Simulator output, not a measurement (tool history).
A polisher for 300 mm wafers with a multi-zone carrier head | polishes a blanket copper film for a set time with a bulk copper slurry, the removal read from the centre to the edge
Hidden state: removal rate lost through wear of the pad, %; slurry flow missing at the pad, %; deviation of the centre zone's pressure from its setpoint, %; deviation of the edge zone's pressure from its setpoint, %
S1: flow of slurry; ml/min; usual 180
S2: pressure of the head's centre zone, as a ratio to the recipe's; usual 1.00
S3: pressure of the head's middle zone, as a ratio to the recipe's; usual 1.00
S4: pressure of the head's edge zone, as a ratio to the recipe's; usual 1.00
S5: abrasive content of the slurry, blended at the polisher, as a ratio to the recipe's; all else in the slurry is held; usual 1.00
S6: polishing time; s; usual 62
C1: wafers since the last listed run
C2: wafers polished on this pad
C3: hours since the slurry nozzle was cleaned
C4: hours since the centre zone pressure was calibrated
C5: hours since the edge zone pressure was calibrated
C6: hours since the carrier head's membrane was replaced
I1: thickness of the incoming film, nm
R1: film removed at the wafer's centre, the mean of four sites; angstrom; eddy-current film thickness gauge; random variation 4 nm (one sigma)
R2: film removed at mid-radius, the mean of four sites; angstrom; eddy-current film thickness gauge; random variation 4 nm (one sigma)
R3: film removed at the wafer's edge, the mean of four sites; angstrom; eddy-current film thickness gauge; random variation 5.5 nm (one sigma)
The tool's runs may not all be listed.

run 1 hour=0.0 | S1=180 S2=1.00 S3=1.00 S4=1.00 S5=0.85 S6=62 | C1=0 C2=4809 C3=102.9 C4=512.2 C5=539.8 C6=368.3 | I1=3568.5 | R1=3515 R2=3765 R3=3586
run 2 hour=58.6 | S1=180 S2=0.90 S3=1.04 S4=0.97 S5=1.20 S6=62 | C1=674 C2=5484 C3=161.5 C4=570.8 C5=598.4 C6=426.9 | I1=3643.6 | R1=3443 R2=4290 R3=3953
-- hour=132.4 worn pad replaced by a new one
run 3 hour=146.3 | S1=180 S2=1.00 S3=1.00 S4=1.00 S5=1.00 S6=62 | C1=963 C2=160 C3=249.2 C4=658.5 C5=686.1 C6=514.6 | I1=3618.0 | R1=3571 R2=3871 R3=3799
run 4 hour=240.9 | S1=180 S2=1.00 S3=1.00 S4=1.00 S5=1.00 S6=62 | C1=1088 C2=1249 C3=343.8 C4=753.1 C5=780.7 C6=609.2 | I1=3657.8 | R1=3495 R2=3896 R3=3795
-- hour=328.2 centre zone pressure recalibrated
run 5 hour=335.0 | S1=180 S2=1.00 S3=0.94 S4=1.00 S5=0.80 S6=80 | C1=1059 C2=2309 C3=437.9 C4=6.8 C5=874.8 C6=703.3 | I1=3585.5 | R1=4471 R2=4376 R3=4599
-- hour=339.2 edge zone pressure recalibrated
run 6 hour=395.4 | S1=180 S2=1.08 S3=1.00 S4=1.00 S5=0.75 S6=62 | C1=672 C2=2981 C3=498.3 C4=67.2 C5=56.2 C6=763.7 | I1=3679.4 | R1=3684 R2=3606 R3=3432
-- hour=462.3 carrier head's membrane replaced by a new one
run 7 hour=484.9 | S1=195 S2=0.95 S3=1.00 S4=1.00 S5=1.00 S6=62 | C1=972 C2=3953 C3=587.8 C4=156.7 C5=145.7 C6=22.6 | I1=3588.6 | R1=3547 R2=3918 R3=3824
-- hour=488.0 slurry nozzle cleaned
run 8 hour=553.8 | S1=180 S2=1.00 S3=0.93 S4=1.00 S5=1.00 S6=62 | C1=781 C2=4735 C3=65.8 C4=225.6 C5=214.6 C6=91.5 | I1=3602.3 | R1=3731 R2=3704 R3=3825
run 9 hour=632.5 | S1=180 S2=1.08 S3=1.00 S4=1.00 S5=0.75 S6=62 | C1=905 C2=5640 C3=144.5 C4=304.3 C5=293.3 C6=170.2 | I1=3544.6 | R1=3617 R2=3547 R3=3411
run 10 hour=686.4 | S1=180 S2=1.00 S3=1.00 S4=1.00 S5=1.00 S6=62 | C1=620 C2=6261 C3=198.4 C4=358.2 C5=347.2 C6=224.1 | I1=3577.6 | R1=3671 R2=3970 R3=3743
-- hour=746.2 worn pad replaced by a new one
run 11 hour=777.7 | S1=180 S2=1.00 S3=1.00 S4=1.00 S5=1.00 S6=62 | C1=1004 C2=362 C3=289.7 C4=449.5 C5=438.5 C6=315.4 | I1=3532.9 | R1=3654 R2=3857 R3=3759
run 12 hour=836.7 | S1=180 S2=1.00 S3=1.00 S4=1.00 S5=1.00 S6=73 | C1=679 C2=1041 C3=348.7 C4=508.5 C5=497.5 C6=374.4 | I1=3631.9 | R1=4224 R2=4562 R3=4480
run 13 hour=907.3 | S1=180 S2=1.00 S3=1.00 S4=1.04 S5=1.00 S6=62 | C1=812 C2=1854 C3=419.3 C4=579.1 C5=568.1 C6=445.0 | I1=3589.4 | R1=3624 R2=3829 R3=3851
run 14 hour=947.2 | S1=160 S2=1.00 S3=1.11 S4=1.00 S5=1.15 S6=62 | C1=459 C2=2313 C3=459.2 C4=619.0 C5=608.0 C6=484.9 | I1=3584.4 | R1=3550 R2=4387 R3=3850
run 15 hour=983.3 | S1=180 S2=1.00 S3=1.00 S4=1.00 S5=1.00 S6=62 | C1=415 C2=2728 C3=495.3 C4=655.1 C5=644.1 C6=521.0 | I1=3607.4 | R1=3640 R2=3881 R3=3870
-- hour=1010.1 slurry nozzle cleaned
run 16 hour=1055.3 | S1=180 S2=1.00 S3=0.97 S4=1.00 S5=1.00 S6=82 | C1=817 C2=3545 C3=45.2 C4=727.1 C5=716.1 C6=593.0 | I1=3544.2 | R1=4618 R2=5061 R3=5077
run 17 hour=1122.3 | S1=180 S2=1.00 S3=1.00 S4=1.10 S5=1.20 S6=62 | C1=771 C2=4316 C3=112.2 C4=794.1 C5=783.1 C6=660.0 | I1=3618.6 | R1=3629 R2=4185 R3=4252
run 18 hour=1225.2 | S1=180 S2=1.00 S3=1.00 S4=0.91 S5=1.00 S6=80 | C1=1184 C2=5501 C3=215.1 C4=897.0 C5=886.0 C6=762.9 | I1=3617.8 | R1=4366 R2=5002 R3=4597
-- hour=1241.2 worn pad replaced by a new one
-- hour=1247.6 edge zone pressure recalibrated
-- hour=1257.8 centre zone pressure recalibrated
run 19 hour=1287.3 | S1=180 S2=1.06 S3=0.88 S4=0.94 S5=1.00 S6=69 | C1=622 C2=484 C3=277.2 C4=29.5 C5=39.7 C6=825.0 | I1=3580.2 | R1=4457 R2=3890 R3=4086
run 20 hour=1373.1 | S1=240 S2=0.89 S3=1.08 S4=1.04 S5=1.00 S6=62 | C1=987 C2=1471 C3=363.0 C4=115.3 C5=125.5 C6=910.8 | I1=3578.9 | R1=3531 R2=4338 R3=3954

Forecast each of these 5 alternatives for the next run:
run A hour=1373.5 | S1=180 S2=1.00 S3=1.00 S4=1.00 S5=1.00 S6=62 | C1=4 C2=1476 C3=363.4 C4=115.7 C5=125.9 C6=911.2 | I1=3602.0 | R1=? R2=? R3=?
run B hour=1373.5 | S1=120 S2=1.00 S3=1.04 S4=1.00 S5=1.10 S6=62 | C1=4 C2=1476 C3=363.4 C4=115.7 C5=125.9 C6=911.2 | I1=3602.0 | R1=? R2=? R3=?
run C hour=1373.5 | S1=180 S2=1.00 S3=0.96 S4=1.00 S5=1.00 S6=46 | C1=4 C2=1476 C3=363.4 C4=115.7 C5=125.9 C6=911.2 | I1=3602.0 | R1=? R2=? R3=?
run D hour=1373.5 | S1=145 S2=1.00 S3=1.00 S4=1.00 S5=1.00 S6=62 | C1=4 C2=1476 C3=363.4 C4=115.7 C5=125.9 C6=911.2 | I1=3602.0 | R1=? R2=? R3=?
run E hour=1373.5 | S1=180 S2=1.03 S3=1.08 S4=1.00 S5=1.00 S6=62 | C1=4 C2=1476 C3=363.4 C4=115.7 C5=125.9 C6=911.2 | I1=3602.0 | R1=? R2=? R3=?

run=A R1=3749 R2=3819 R3=3793
run=B R1=3492 R2=3718 R3=3661
run=C R1=2780 R2=2738 R3=2816
run=D R1=3576 R2=3662 R3=3679
run=E R1=3853 R2=4077 R3=3789
Without the tool's hidden state the same runs would have given:
run=A R1=3780 R2=3819 R3=3793
run=B R1=3521 R2=3718 R3=3661
run=C R1=2803 R2=2738 R3=2816
run=D R1=3606 R2=3662 R3=3679
run=E R1=3885 R2=4076 R3=3789
